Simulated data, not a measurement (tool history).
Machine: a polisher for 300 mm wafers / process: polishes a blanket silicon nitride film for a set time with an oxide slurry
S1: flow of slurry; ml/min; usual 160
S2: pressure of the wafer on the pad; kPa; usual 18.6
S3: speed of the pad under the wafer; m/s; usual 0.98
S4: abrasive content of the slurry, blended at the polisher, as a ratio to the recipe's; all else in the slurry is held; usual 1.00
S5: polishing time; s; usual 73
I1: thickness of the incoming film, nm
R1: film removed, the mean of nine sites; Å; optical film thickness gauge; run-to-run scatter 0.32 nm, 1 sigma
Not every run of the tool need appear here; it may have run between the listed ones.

run	hour	S1	S2	S3	S4	S5	I1	R1
1	0.0	160	18.6	0.86	1.00	73	550.3	230
# hour 75.6: conditioning disc replaced and pad reconditioned
2	85.8	160	18.6	0.86	1.00	73	539.1	248
# hour 164.2: slurry nozzle cleaned
3	173.3	160	18.6	0.98	1.00	80	552.6	300
4	217.0	160	18.6	0.98	1.00	73	560.3	273
5	266.9	160	18.6	0.98	1.00	73	561.2	270
6	323.7	160	18.6	0.74	1.00	87	554.6	268
7	371.2	160	18.6	0.98	1.00	73	550.9	264
# hour 376.0: slurry blender recalibrated
# hour 443.6: worn pad replaced by a new one
8	462.8	160	18.6	0.98	1.00	83	553.9	297
9	550.3	160	18.6	0.98	0.85	73	552.5	240
10	595.9	160	18.6	0.98	1.00	73	556.0	245
11	669.9	160	18.6	1.24	1.00	73	539.6	264
12	761.4	160	20.7	0.98	1.15	73	560.3	255
# hour 771.7: conditioning disc replaced and pad reconditioned
13	818.6	195	13.1	0.98	1.15	73	553.2	231
14	863.6	190	18.6	1.12	1.00	73	556.3	287
# hour 957.0: slurry blender recalibrated
15	971.4	160	21.4	0.98	1.00	63	540.3	217
# hour 1008.9: slurry nozzle cleaned
# hour 1055.8: head pressure recalibrated
16	1059.4	160	18.6	0.70	1.00	73	550.0	220
# hour 1099.8: worn pad replaced by a new one
17	1140.9	160	18.6	0.98	1.00	73	553.5	267
18	1178.3	160	18.6	0.98	1.00	73	559.3	263
19	1278.5	110	18.6	0.98	1.25	62	545.7	214
# hour 1386.2: conditioning disc replaced and pad reconditioned
20	1476.7	180	18.6	0.98	1.00	73	554.9	276
21	1534.9	140	21.4	0.78	1.10	73	541.2	257

Run 22 has not been measured yet. What should we expect?
# hour 1671.4: slurry blender recalibrated
# hour 1678.1: slurry nozzle cleaned
22	1776.5	210	18.6	0.98	1.00	73	543.6	?

{"run 22": {"R1": 271}}
The same run, on a tool lacking any hidden state, would have yielded R1 299 Å.

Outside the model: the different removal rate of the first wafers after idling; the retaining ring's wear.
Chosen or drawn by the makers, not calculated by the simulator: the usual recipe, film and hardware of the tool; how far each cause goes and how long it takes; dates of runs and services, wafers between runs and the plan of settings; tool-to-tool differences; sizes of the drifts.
